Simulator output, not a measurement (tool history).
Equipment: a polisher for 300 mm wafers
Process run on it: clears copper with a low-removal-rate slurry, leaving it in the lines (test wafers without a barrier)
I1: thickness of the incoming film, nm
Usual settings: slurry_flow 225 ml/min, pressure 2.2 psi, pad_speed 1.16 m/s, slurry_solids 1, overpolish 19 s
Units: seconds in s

{"run": 1, "hour": 0.0, "slurry_flow": 225, "pressure": 2.2, "pad_speed": 1.16, "slurry_solids": 0.85, "overpolish": 19, "I1": 405.1, "seconds": 158}
{"run": 2, "hour": 21.7, "slurry_flow": 225, "pressure": 2.2, "pad_speed": 1.16, "slurry_solids": 0.85, "overpolish": 19, "I1": 417.2, "seconds": 165.2}
{"run": 3, "hour": 37.1, "slurry_flow": 225, "pressure": 2.2, "pad_speed": 1.16, "slurry_solids": 0.85, "overpolish": 19, "I1": 414.7, "seconds": 162.6}
{"run": 4, "hour": 67.4, "slurry_flow": 225, "pressure": 2.5, "pad_speed": 1.16, "slurry_solids": 1, "overpolish": 19, "I1": 405.3, "seconds": 145.5}
{"run": 5, "hour": 99.0, "slurry_flow": 225, "pressure": 2.5, "pad_speed": 1.16, "slurry_solids": 1, "overpolish": 19, "I1": 413, "seconds": 154}
{"run": 6, "hour": 113.8, "slurry_flow": 225, "pressure": 2.5, "pad_speed": 1.16, "slurry_solids": 1, "overpolish": 19, "I1": 417.1, "seconds": 152.3}
{"hour": 120.2, "done": "slurry blender recalibrated"}
{"run": 7, "hour": 136.9, "slurry_flow": 180, "pressure": 2.2, "pad_speed": 1.16, "slurry_solids": 1, "overpolish": 22, "I1": 412.3, "seconds": 159.3}
{"hour": 174.5, "done": "worn pad replaced by a new one"}
{"run": 8, "hour": 191.2, "slurry_flow": 225, "pressure": 2.2, "pad_speed": 1.16, "slurry_solids": 1, "overpolish": 19, "I1": 410.5, "seconds": 160.1}
{"hour": 201.0, "done": "slurry nozzle cleaned"}
{"run": 9, "hour": 215.3, "slurry_flow": 225, "pressure": 1.6, "pad_speed": 1.02, "slurry_solids": 1, "overpolish": 19, "I1": 412.5, "seconds": 236.2}
{"hour": 225.9, "done": "head pressure recalibrated"}
{"run": 10, "hour": 246.2, "slurry_flow": 250, "pressure": 2.2, "pad_speed": 1.44, "slurry_solids": 1.2, "overpolish": 19, "I1": 404.2, "seconds": 128.7}
{"run": 11, "hour": 280.2, "slurry_flow": 225, "pressure": 2.2, "pad_speed": 1.16, "slurry_solids": 1, "overpolish": 19, "I1": 416.7, "seconds": 171.6}
{"hour": 293.4, "done": "slurry blender recalibrated"}
{"run": 12, "hour": 296.6, "slurry_flow": 225, "pressure": 2.4, "pad_speed": 1.16, "slurry_solids": 1, "overpolish": 19, "I1": 409.3, "seconds": 150.3}
{"run": 13, "hour": 325.9, "slurry_flow": 225, "pressure": 2.5, "pad_speed": 1.16, "slurry_solids": 1.15, "overpolish": 19, "I1": 412.5, "seconds": 145.9}
{"run": 14, "hour": 342.4, "slurry_flow": 225, "pressure": 2.4, "pad_speed": 0.84, "slurry_solids": 1, "overpolish": 19, "I1": 406.6, "seconds": 204}

Expected results for the next run?
{"run": 15, "hour": 359.5, "slurry_flow": 225, "pressure": 2.2, "pad_speed": 1.16, "slurry_solids": 1, "overpolish": 19, "I1": 406.7, "seconds": "?"}

seconds: 154.3 s
The same run, on a tool lacking any hidden state, would have yielded seconds 151.1 s.
